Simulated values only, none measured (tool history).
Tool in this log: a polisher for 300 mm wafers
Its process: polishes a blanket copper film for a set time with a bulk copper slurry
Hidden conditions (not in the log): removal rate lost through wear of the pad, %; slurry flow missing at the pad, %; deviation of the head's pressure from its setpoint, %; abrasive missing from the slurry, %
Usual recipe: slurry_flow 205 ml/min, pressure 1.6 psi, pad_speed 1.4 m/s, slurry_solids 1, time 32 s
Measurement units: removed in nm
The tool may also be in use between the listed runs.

run,hour,slurry_flow,pressure,pad_speed,slurry_solids,time,wafers since the last listed run,wafers polished on this pad,hours since the slurry nozzle was cleaned,hours since the head pressure was calibrated,hours since the slurry blender was calibrated,"incoming thickness of the incoming film, nm",removed
1,0,205,1.6,1.4,1,32,0,79,104.8,404.2,64.6,4484.7,238.4
2,100.3,205,1.6,1.16,1,32,1121,1201,205.1,504.5,164.9,4492.7,214.7
3,178.8,205,1.6,1.16,1,32,878,2079,283.6,583,243.4,4395.4,207.7
4,276.9,205,1.6,1.16,1,32,1097,3177,381.7,681.1,341.5,4448.9,206.2
5,384.3,205,1.6,1.06,0.8,32,1201,4378,489.1,788.5,448.9,4450.8,184.9
# hour 420.4: slurry blender recalibrated
6,469.2,205,1.6,1.4,1,32,927,5305,574,873.4,48.8,4443.7,219.2
# hour 558.4: worn pad replaced by a new one, of another model than before
7,571.1,205,1.6,1.4,1,32,1095,141,675.9,975.3,150.7,4444.1,240.6
8,631,205,1.6,1.4,1,32,669,811,735.8,1035.2,210.6,4458.5,237.7
# hour 642.4: slurry nozzle cleaned
9,703.5,205,1.6,1.4,1,32,799,1611,61.1,1107.7,283.1,4375.7,250.8
10,746.7,205,1.6,1.4,1,32,483,2094,104.3,1150.9,326.3,4404,248
# hour 827.2: head pressure recalibrated
11,842.6,180,1.6,1.4,1,32,1050,3145,200.2,15.4,422.2,4472.1,240
# hour 900.5: slurry blender recalibrated
12,940.8,180,1.6,1.4,1,32,1076,4221,298.4,113.6,40.3,4467.5,239.2
13,984.3,180,1.6,1.4,1,32,486,4707,341.9,157.1,83.8,4436.3,238.2
14,1074.7,205,1.6,1.74,1,42,1011,5718,432.3,247.5,174.2,4455.6,348.8
# hour 1084.1: worn pad replaced by a new one
15,1316.7,205,1.6,1.4,1,32,2662,2601,674.3,489.5,416.2,4444.4,241
16,1363.8,205,1.6,1.16,1,32,526,3128,721.4,536.6,463.3,4419.9,225.3
# hour 1371.5: slurry blender recalibrated
# hour 1408.1: slurry nozzle cleaned
17,1470.6,205,1.6,1.4,1,35,1161,4289,62.5,643.4,99.1,4486.9,268.1
18,1529.5,205,1.6,0.98,0.9,32,658,4948,121.4,702.3,158,4519.7,209.3
# hour 1542.6: worn pad replaced by a new one
19,1583.6,150,1.8,1.4,1.15,32,560,458,175.5,756.4,212.1,4463.6,262.5
20,1635.8,205,1.6,1.4,1,32,583,1042,227.7,808.6,264.3,4436.8,243.7
21,1680.1,140,1.3,1.66,1,42,495,1538,272,852.9,308.6,4487.6,289.4
22,1719.3,205,1.6,1.8,1.25,32,438,1976,311.2,892.1,347.8,4412.4,283.3
23,1804.2,225,1.6,1.4,1,32,949,2926,396.1,977,432.7,4486.2,240.5
24,1848.5,205,1,1.4,1,32,495,3421,440.4,1021.3,477,4489.6,182
25,1892,205,1.6,1.16,1,32,486,3908,483.9,1064.8,520.5,4398.2,221.2
# hour 1938.7: slurry blender recalibrated
26,1940.7,205,1.6,1.4,1,32,522,4430,532.6,1113.5,2,4519.1,238.4
27,2034.2,205,1.8,1.62,1.2,38,1045,5476,626.1,1207,95.5,4420.6,331.7
28,2097.1,205,1.6,1.16,1,32,703,6180,689,1269.9,158.4,4395.4,222.5
# hour 2112: slurry nozzle cleaned
# hour 2125.1: worn pad replaced by a new one
29,2136.8,205,1.6,1.4,0.75,29,388,130,24.8,1309.6,198.1,4435.3,215.1
# hour 2166.9: head pressure recalibrated
30,2199.4,180,1.6,1.4,1,32,677,808,87.4,32.5,260.7,4367.9,242.6
31,2263.6,160,1.6,1.4,0.9,32,718,1526,151.6,96.7,324.9,4449.9,234.3

Measured less the same run without the tool's hidden state. The same run-to-run variation is in both; the gauge's scatter may not be:
run,removed
1,-10
2,-14
3,-16.8
4,-19.9
5,-20.2
6,-25.5
7,-12.2
8,-12.3
9,-2
10,-3
11,-5.4
12,-7
13,-7.5
14,-11.5
15,-9.2
16,-8.6
17,-4.2
18,-4.7
19,-8.5
20,-7.9
21,-12.4
22,-10.9
23,-9.7
24,-8
25,-10.1
26,-11.2
27,-16.3
28,-11.1
29,-0.9
30,-2.9
31,-4.7
